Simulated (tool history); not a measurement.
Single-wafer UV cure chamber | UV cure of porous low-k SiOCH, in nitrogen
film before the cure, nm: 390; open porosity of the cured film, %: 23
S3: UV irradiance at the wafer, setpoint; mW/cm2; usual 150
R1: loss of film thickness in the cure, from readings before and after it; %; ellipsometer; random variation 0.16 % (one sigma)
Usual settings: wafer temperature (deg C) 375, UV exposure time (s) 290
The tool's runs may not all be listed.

run 1 day=0.000 | wafer_temperature_(deg_C)=375 UV_exposure_time_(s)=230 S3=174 | R1=13.223
run 2 day=2.479 | wafer_temperature_(deg_C)=375 UV_exposure_time_(s)=230 S3=174 | R1=13.274
-- day=2.971 quartz window cleaned
run 3 day=4.446 | wafer_temperature_(deg_C)=375 UV_exposure_time_(s)=230 S3=174 | R1=13.136
run 4 day=6.479 | wafer_temperature_(deg_C)=375 UV_exposure_time_(s)=385 S3=150 | R1=14.983
run 5 day=8.133 | wafer_temperature_(deg_C)=375 UV_exposure_time_(s)=385 S3=150 | R1=15.301
run 6 day=9.917 | wafer_temperature_(deg_C)=375 UV_exposure_time_(s)=385 S3=150 | R1=15.089
run 7 day=12.367 | wafer_temperature_(deg_C)=375 UV_exposure_time_(s)=290 S3=150 | R1=13.576
run 8 day=14.992 | wafer_temperature_(deg_C)=375 UV_exposure_time_(s)=220 S3=150 | R1=12.069
-- day=15.342 quartz window cleaned
run 9 day=17.283 | wafer_temperature_(deg_C)=385 UV_exposure_time_(s)=150 S3=119 | R1=9.461
run 10 day=18.592 | wafer_temperature_(deg_C)=375 UV_exposure_time_(s)=200 S3=150 | R1=11.758
-- day=20.742 UV bulbs replaced
run 11 day=20.988 | wafer_temperature_(deg_C)=375 UV_exposure_time_(s)=150 S3=150 | R1=11.619
run 12 day=23.417 | wafer_temperature_(deg_C)=375 UV_exposure_time_(s)=385 S3=150 | R1=15.986
run 13 day=25.938 | wafer_temperature_(deg_C)=393 UV_exposure_time_(s)=460 S3=187 | R1=18.322
run 14 day=28.108 | wafer_temperature_(deg_C)=360 UV_exposure_time_(s)=345 S3=181 | R1=15.863
-- day=29.108 quartz window cleaned
run 15 day=30.133 | wafer_temperature_(deg_C)=375 UV_exposure_time_(s)=160 S3=133 | R1=10.948

Measured less the same run without the tool's hidden state. The same run-to-run variation is in both; the gauge's scatter may not be:
The hidden state here: lamp output below its setpoint, %; transmission lost against a clean window, %.
run=1 R1=-1.499
run=2 R1=-1.536
run=3 R1=-1.541
run=4 R1=-1.603
run=5 R1=-1.653
run=6 R1=-1.647
run=7 R1=-1.628
run=8 R1=-1.587
run=9 R1=-1.518
run=10 R1=-1.613
run=11 R1=-0.359
run=12 R1=-0.546
run=13 R1=-0.708
run=14 R1=-0.832
run=15 R1=-0.877
